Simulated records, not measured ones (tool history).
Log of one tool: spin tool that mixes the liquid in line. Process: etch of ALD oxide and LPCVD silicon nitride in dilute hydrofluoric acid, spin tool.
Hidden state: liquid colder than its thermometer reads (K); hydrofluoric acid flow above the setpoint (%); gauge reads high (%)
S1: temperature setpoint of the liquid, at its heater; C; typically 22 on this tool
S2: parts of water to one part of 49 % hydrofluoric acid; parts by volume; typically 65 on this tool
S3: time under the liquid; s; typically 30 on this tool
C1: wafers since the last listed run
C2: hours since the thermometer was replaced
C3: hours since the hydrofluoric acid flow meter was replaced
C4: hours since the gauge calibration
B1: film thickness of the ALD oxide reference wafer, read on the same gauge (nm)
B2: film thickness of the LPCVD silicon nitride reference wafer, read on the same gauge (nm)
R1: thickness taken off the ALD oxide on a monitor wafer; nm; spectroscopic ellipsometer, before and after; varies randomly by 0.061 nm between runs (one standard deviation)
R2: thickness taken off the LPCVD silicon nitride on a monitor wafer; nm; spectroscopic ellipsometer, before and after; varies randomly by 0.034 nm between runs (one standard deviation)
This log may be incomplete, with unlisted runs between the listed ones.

run     day    S1  S2  S3    C1      C2     C3      C4      B1       B2     R1     R2
  1       0    20  80  30     0   426.3  488.4  3968.4  147.52  136.981   8.22   0.17
  2    2.45    20  80  30   633   485.1  547.2  4027.2  147.53  137.031   8.13  0.174
  3   6.338    22  65  30  1005   578.4  640.5  4120.5  147.59   137.05  11.09  0.168
      9.488  -- gauge calibrated
  4   9.712    22  65  30   872   659.4  721.5     5.4  140.79  130.696  10.56  0.196
     12.112  -- hydrofluoric acid flow meter replaced
  5  13.679    19  55  30  1015   754.6   37.6   100.6  141.37  131.239  11.14  0.116
  6  17.221    17  80  30   915   839.6  122.6   185.6  141.73  131.653   6.87  0.079
  7  19.233    22  65  30   520   887.9  170.9   233.9  141.97  131.857  10.73  0.152
  8  21.208    22  65  30   510   935.3  218.3   281.3  142.26  132.067  10.72  0.238
  9  24.271    22  65  30   791  1008.8  291.8   354.8  142.62  132.398  10.82  0.186
 10  27.825    18  85  30   919  1094.1  377.1   440.1  142.93  132.784    6.8  0.125
 11  31.471    20  45  40   942  1181.6  464.6   527.6  143.33  133.065  19.49  0.226
 12  35.196    18  40  20   963    1271    554     617  143.63  133.387  10.03    0.2
 13  37.342    24  75  15   554  1322.5  605.5   668.5  143.86  133.583      5  0.093
 14    40.2    22  65  35   739  1391.1  674.1   737.1  144.11  133.817  12.43  0.251
     40.992  -- hydrofluoric acid flow meter replaced
 15  42.608    22  65  30   612  1448.9   38.8   794.9  144.25  133.956   10.9  0.271
 16  45.275  23.5  75  25   689  1512.9  102.8   858.9  144.44  134.173   8.28   0.14
 17  48.975  26.5  65  25   956  1601.7  191.6   947.7  144.74  134.426  10.85  0.224
 18  51.404    22  75  30   628    1660  249.9    1006  144.89  134.557   9.31  0.185
 19   53.95    22  65  30   658  1721.1    311  1067.1  145.06  134.745  10.84  0.183
 20  58.329  20.5  75  15  1132  1826.2  416.1  1172.2  145.37  134.969   4.41  0.084
     60.554  -- thermometer replaced
 21   62.75    25  95  45  1132    52.7  522.2  1278.3  145.66  135.192  12.09  0.306
 22  66.838  26.5  65  45  1057   150.8  620.3  1376.4  145.85  135.431  19.74  0.363
     69.304  -- hydrofluoric acid flow meter replaced
 23  70.254    22  65  30   872   232.8   22.8  1458.4  146.05    135.6  10.91  0.215
 24  73.625  26.5  40  45   871   313.7  103.7  1539.3  146.17  135.774  32.95   0.66
 25  76.925    22  75  20   853   392.9  182.9  1618.5  146.27  135.866   6.26  0.109

Hidden state or all else? Some run-to-run changes of R1, split into what the settings, what came in and random variation would give without the hidden state, and what is left for the hidden state (with any gauge scatter that isn't in both results):
Run 23 -> 24: S1 22 -> 26.5, S2 65 -> 40, S3 30 -> 45. R1 +22.04 nm: hidden state +0.94, all else +21.1.
Run 24 -> 25: S1 26.5 -> 22, S2 40 -> 75, S3 45 -> 20. R1 -26.69 nm: hidden state -1.12, all else -25.57.
